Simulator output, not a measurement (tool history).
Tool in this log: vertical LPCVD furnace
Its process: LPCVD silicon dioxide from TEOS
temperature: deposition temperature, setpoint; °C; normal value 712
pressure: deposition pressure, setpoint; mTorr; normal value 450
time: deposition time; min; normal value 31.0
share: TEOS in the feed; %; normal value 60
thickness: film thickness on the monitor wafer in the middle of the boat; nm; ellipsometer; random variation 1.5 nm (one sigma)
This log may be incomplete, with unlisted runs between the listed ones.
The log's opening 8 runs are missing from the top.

run	hour	temperature	pressure	time	share	wafers since the last listed run	hours since the last temperature calibration	hours since the pressure gauge was zeroed	hours since the TEOS flow controller was replaced	hours since the gauge calibration	read-back reference wafer on the same gauge, thickness	thickness
# hour 603.6: thermocouples replaced and temperature profile calibrated
9	633.9	712	450	38.5	60	691	30.3	2845.0	5949.8	2973.7	357.89	440.14
10	731.0	712	450	38.5	60	1243	127.4	2942.1	6046.9	3070.8	357.84	438.76
# hour 771.1: TEOS flow controller replaced
11	771.6	712	450	31.0	60	212	168.0	2982.7	0.5	3111.4	357.69	355.62
12	843.1	712	450	33.5	63	915	239.5	3054.2	72.0	3182.9	358.10	391.59
# hour 882.3: gauge calibrated
13	927.1	702	450	31.0	60	1075	323.5	3138.2	156.0	44.8	357.67	283.34
14	1041.1	712	450	31.0	60	1459	437.5	3252.2	270.0	158.8	357.79	353.21
15	1116.2	712	450	31.0	60	961	512.6	3327.3	345.1	233.9	357.92	352.26
16	1180.4	709	495	31.0	60	822	576.8	3391.5	409.3	298.1	357.91	345.92
17	1432.2	712	400	21.0	70	3224	828.6	3643.3	661.1	549.9	358.21	244.75
18	1496.3	712	450	37.5	60	820	892.7	3707.4	725.2	614.0	357.89	425.36
19	1541.0	712	545	31.0	60	572	937.4	3752.1	769.9	658.7	358.22	389.43
20	1613.7	704	400	31.0	66	930	1010.1	3824.8	842.6	731.4	358.47	293.77
21	1692.3	715	385	31.0	60	1006	1088.7	3903.4	921.2	810.0	357.68	352.02
22	1739.2	700	365	31.0	60	600	1135.6	3950.3	968.1	856.9	358.00	242.64
23	1777.7	712	450	24.0	60	493	1174.1	3988.8	1006.6	895.4	357.89	273.49
# hour 1847.9: pressure gauge zeroed
24	1857.8	703	450	31.0	60	718	1254.2	9.9	1086.7	975.5	358.27	288.55
25	1940.4	712	450	31.0	68	1057	1336.8	92.5	1169.3	1058.1	357.96	379.42
26	2028.6	702	400	31.0	50	1129	1425.0	180.7	1257.5	1146.3	357.73	242.61
27	2083.7	712	360	31.0	60	705	1480.1	235.8	1312.6	1201.4	357.75	317.67
28	2151.2	712	450	31.0	50	864	1547.6	303.3	1380.1	1268.9	357.78	325.21
29	2339.1	712	450	31.0	60	2406	1735.5	491.2	1568.0	1456.8	358.09	356.39
30	2428.6	712	450	31.0	60	1146	1825.0	580.7	1657.5	1546.3	357.76	356.79
31	2471.3	712	450	31.0	60	546	1867.7	623.4	1700.2	1589.0	357.76	354.41
32	2514.7	719	485	34.5	51	555	1911.1	666.8	1743.6	1632.4	358.03	445.28

Alternative continuations, all from the tool just after run 32; predict every row:
A	2518.8	712	450	31.0	60	52	1915.2	670.9	1747.7	1636.5	?	?
B	2518.8	712	450	36.0	69	52	1915.2	670.9	1747.7	1636.5	?	?
C	2518.8	704	510	31.0	72	52	1915.2	670.9	1747.7	1636.5	?	?

run	read-back reference wafer on the same gauge, thickness	thickness
A	357.70	356.88
B	357.70	444.43
C	357.70	346.65
The same runs, with their run-to-run variation unchanged, on a tool lacking any hidden condition would have given:
run	thickness
A	352.43
B	438.89
C	342.26
